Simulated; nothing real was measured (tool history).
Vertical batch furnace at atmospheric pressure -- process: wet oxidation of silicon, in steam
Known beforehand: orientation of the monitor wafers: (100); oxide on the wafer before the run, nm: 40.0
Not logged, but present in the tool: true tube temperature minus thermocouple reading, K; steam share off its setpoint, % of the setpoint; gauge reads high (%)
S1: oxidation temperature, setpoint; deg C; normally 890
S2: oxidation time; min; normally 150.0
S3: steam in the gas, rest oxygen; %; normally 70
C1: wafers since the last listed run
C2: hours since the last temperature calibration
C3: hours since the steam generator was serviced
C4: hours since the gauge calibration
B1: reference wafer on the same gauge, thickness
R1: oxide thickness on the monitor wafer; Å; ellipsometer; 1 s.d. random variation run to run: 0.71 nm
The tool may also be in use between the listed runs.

run,day,S1,S2,S3,C1,C2,C3,C4,B1,R1
1,0.000,875,150.0,70,0,908.1,1097.3,552.3,224.63,2034.3
2,2.521,875,150.0,70,819,968.6,1157.8,612.8,225.09,2027.8
3,4.654,890,150.0,70,693,1019.8,1209.0,664.0,224.94,2420.7
4,7.267,890,150.0,70,849,1082.5,1271.7,726.7,225.11,2427.1
5,9.288,876,150.0,65,656,1131.0,1320.2,775.2,225.31,1945.8
6,11.158,876,150.0,65,608,1175.9,1365.1,820.1,225.01,1937.8
7,13.738,876,150.0,65,838,1237.8,1427.0,882.0,224.87,1944.1
8,15.971,890,150.0,70,725,1291.4,1480.6,935.6,225.16,2413.3
9,23.954,890,150.0,70,2595,1483.0,1672.2,1127.2,224.58,2414.2
10,30.562,890,150.0,70,2148,1641.6,1830.8,1285.8,225.44,2401.4
# day 30.683: gauge calibrated
11,32.608,890,150.0,70,665,1690.7,1879.9,46.2,225.48,2386.9
12,34.342,890,150.0,70,563,1732.3,1921.5,87.8,225.02,2392.2
# day 37.017: thermocouples replaced and temperature profile calibrated
13,37.038,890,150.0,70,551,0.5,1986.2,152.5,225.23,2401.9
# day 39.167: steam generator serviced
14,39.288,907,150.0,75,406,54.5,2.9,206.5,224.99,3094.3
15,40.346,890,83.5,70,344,79.9,28.3,231.9,225.09,1601.5
16,43.029,905,205.5,70,872,144.3,92.7,296.3,224.63,3617.9
17,44.988,908,150.0,70,636,191.3,139.7,343.3,224.87,2963.4
18,46.288,912,82.0,70,422,222.5,170.9,374.5,224.86,1995.9
19,47.588,890,150.0,70,422,253.7,202.1,405.7,225.06,2426.1
20,49.008,903,92.0,78,461,287.8,236.2,439.8,224.97,2133.2
21,51.054,890,150.0,70,665,336.9,285.3,488.9,224.83,2431.1
22,52.171,890,150.0,64,362,363.7,312.1,515.7,224.92,2277.1
23,53.833,877,150.0,63,540,403.6,352.0,555.6,224.85,1927.2
24,55.942,903,150.0,70,685,454.2,402.6,606.2,225.07,2821.1
25,57.046,914,219.5,70,358,480.7,429.1,632.7,224.89,4137.3
26,58.433,890,150.0,70,451,514.0,462.4,666.0,224.74,2433.7

Predict each of these 3 candidate next runs independently; none follows another, all start after run 26:
A,58.688,890,192.5,70,82,520.1,468.5,672.1,?,?
B,58.688,873,193.5,70,82,520.1,468.5,672.1,?,?
C,58.688,890,150.0,81,82,520.1,468.5,672.1,?,?

run,B1,R1
A,224.96,2930.9
B,224.96,2405.4
C,224.96,2713.3
Without the tool's unlogged condition, the same runs would have read:
run,R1
A,2942.4
B,2414.9
C,2723.9
